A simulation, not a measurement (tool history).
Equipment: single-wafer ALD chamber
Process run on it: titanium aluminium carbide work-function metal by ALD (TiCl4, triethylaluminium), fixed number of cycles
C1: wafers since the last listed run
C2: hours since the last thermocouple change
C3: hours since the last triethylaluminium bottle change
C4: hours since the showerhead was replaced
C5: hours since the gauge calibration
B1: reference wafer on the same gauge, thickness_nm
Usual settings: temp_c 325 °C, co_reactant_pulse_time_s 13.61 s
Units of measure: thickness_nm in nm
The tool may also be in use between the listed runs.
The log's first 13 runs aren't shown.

At day 14.762: showerhead replaced.
Run 14, day 15.604: usual settings but co_reactant_pulse_time_s 11.00 s; C1 270; C2 1854.7; C3 943.9; C4 20.2; C5 326.5; B1 2.309. Result: thickness_nm 2.265 nm.
Run 15, day 16.112: usual settings but co_reactant_pulse_time_s 11.00 s; C1 160; C2 1866.9; C3 956.1; C4 32.4; C5 338.7; B1 2.310. Result: thickness_nm 2.273 nm.
Run 16, day 16.825: usual settings but temp_c 315 °C, co_reactant_pulse_time_s 16.26 s; C1 224; C2 1884.0; C3 973.2; C4 49.5; C5 355.8; B1 2.310. Result: thickness_nm 2.291 nm.
At day 17.508: triethylaluminium bottle replaced.
Run 17, day 18.029: usual settings but temp_c 315 °C, co_reactant_pulse_time_s 16.26 s; C1 274; C2 1912.9; C3 12.5; C4 78.4; C5 384.7; B1 2.311. Result: thickness_nm 2.324 nm.
Run 18, day 18.742: usual settings but temp_c 314 °C, co_reactant_pulse_time_s 10.01 s; C1 224; C2 1930.0; C3 29.6; C4 95.5; C5 401.8; B1 2.311. Result: thickness_nm 2.203 nm.
Run 19, day 19.521: usual settings but temp_c 318 °C, co_reactant_pulse_time_s 10.07 s; C1 245; C2 1948.7; C3 48.3; C4 114.2; C5 420.5; B1 2.309. Result: thickness_nm 2.248 nm.
Run 20, day 20.700: usual settings but temp_c 314 °C, co_reactant_pulse_time_s 17.87 s; C1 371; C2 1977.0; C3 76.6; C4 142.5; C5 448.8; B1 2.310. Result: thickness_nm 2.306 nm.
At day 21.275: thermocouple changed; heater temperature recalibrated.
Run 21, day 21.929: usual settings but temp_c 311 °C, co_reactant_pulse_time_s 18.89 s; C1 282; C2 15.7; C3 106.1; C4 172.0; C5 478.3; B1 2.311. Result: thickness_nm 2.267 nm.
Run 22, day 23.233: usual settings but temp_c 316 °C, co_reactant_pulse_time_s 11.59 s; C1 410; C2 47.0; C3 137.4; C4 203.3; C5 509.6; B1 2.309. Result: thickness_nm 2.235 nm.
Run 23, day 24.179: usual settings but temp_c 338 °C, co_reactant_pulse_time_s 9.41 s; C1 298; C2 69.7; C3 160.1; C4 226.0; C5 532.3; B1 2.309. Result: thickness_nm 2.364 nm.
At day 27.204: gauge calibrated.
Run 24, day 28.179: usual settings; C1 1260; C2 165.7; C3 256.1; C4 322.0; C5 23.4; B1 2.308. Result: thickness_nm 2.374 nm.
Run 25, day 29.267: usual settings but co_reactant_pulse_time_s 15.52 s; C1 342; C2 191.8; C3 282.2; C4 348.1; C5 49.5; B1 2.309. Result: thickness_nm 2.398 nm.
Run 26, day 30.338: usual settings but temp_c 317 °C, co_reactant_pulse_time_s 19.05 s; C1 337; C2 217.5; C3 307.9; C4 373.8; C5 75.2; B1 2.310. Result: thickness_nm 2.329 nm.
Run 27, day 30.958: usual settings but temp_c 317 °C, co_reactant_pulse_time_s 11.29 s; C1 195; C2 232.4; C3 322.8; C4 388.7; C5 90.1; B1 2.309. Result: thickness_nm 2.202 nm.
Run 28, day 31.800: usual settings but temp_c 318 °C, co_reactant_pulse_time_s 16.40 s; C1 265; C2 252.6; C3 343.0; C4 408.9; C5 110.3; B1 2.311. Result: thickness_nm 2.328 nm.
Run 29, day 32.371: usual settings but temp_c 331 °C, co_reactant_pulse_time_s 8.55 s; C1 179; C2 266.3; C3 356.7; C4 422.6; C5 124.0; B1 2.310. Result: thickness_nm 2.173 nm.
Run 30, day 33.429: usual settings but co_reactant_pulse_time_s 18.53 s; C1 333; C2 291.7; C3 382.1; C4 448.0; C5 149.4; B1 2.309. Result: thickness_nm 2.429 nm.
Run 31, day 34.150: usual settings but temp_c 331 °C, co_reactant_pulse_time_s 17.69 s; C1 227; C2 309.0; C3 399.4; C4 465.3; C5 166.7; B1 2.309. Result: thickness_nm 2.468 nm.
Run 32, day 35.317: usual settings but temp_c 333 °C; C1 367; C2 337.0; C3 427.4; C4 493.3; C5 194.7; B1 2.311. Result: thickness_nm 2.436 nm.
Run 33, day 36.738: usual settings; C1 447; C2 371.1; C3 461.5; C4 527.4; C5 228.8; B1 2.310. Result: thickness_nm 2.351 nm.
Run 34, day 37.621: usual settings but co_reactant_pulse_time_s 15.52 s; C1 278; C2 392.3; C3 482.7; C4 548.6; C5 250.0; B1 2.311. Result: thickness_nm 2.393 nm.

Consider 3 possible next runs. They are alternatives, not a sequence: every one starts from the tool as it was left by run 34. What does each give?
Run A, day 37.638: usual settings; C1 5; C2 392.7; C3 483.1; C4 549.0; C5 250.4; B1 ?. Result: thickness_nm ?.
Run B, day 37.638: usual settings but temp_c 321 °C, co_reactant_pulse_time_s 17.85 s; C1 5; C2 392.7; C3 483.1; C4 549.0; C5 250.4; B1 ?. Result: thickness_nm ?.
Run C, day 37.638: usual settings but co_reactant_pulse_time_s 12.06 s; C1 5; C2 392.7; C3 483.1; C4 549.0; C5 250.4; B1 ?. Result: thickness_nm ?.

run     B1  thickness_nm
  A  2.310         2.350
  B  2.310         2.367
  C  2.310         2.304
Take away the tool's hidden state, keep each run's random variation, and the runs would have read:
run  thickness_nm
  A         2.416
  B         2.390
  C         2.397
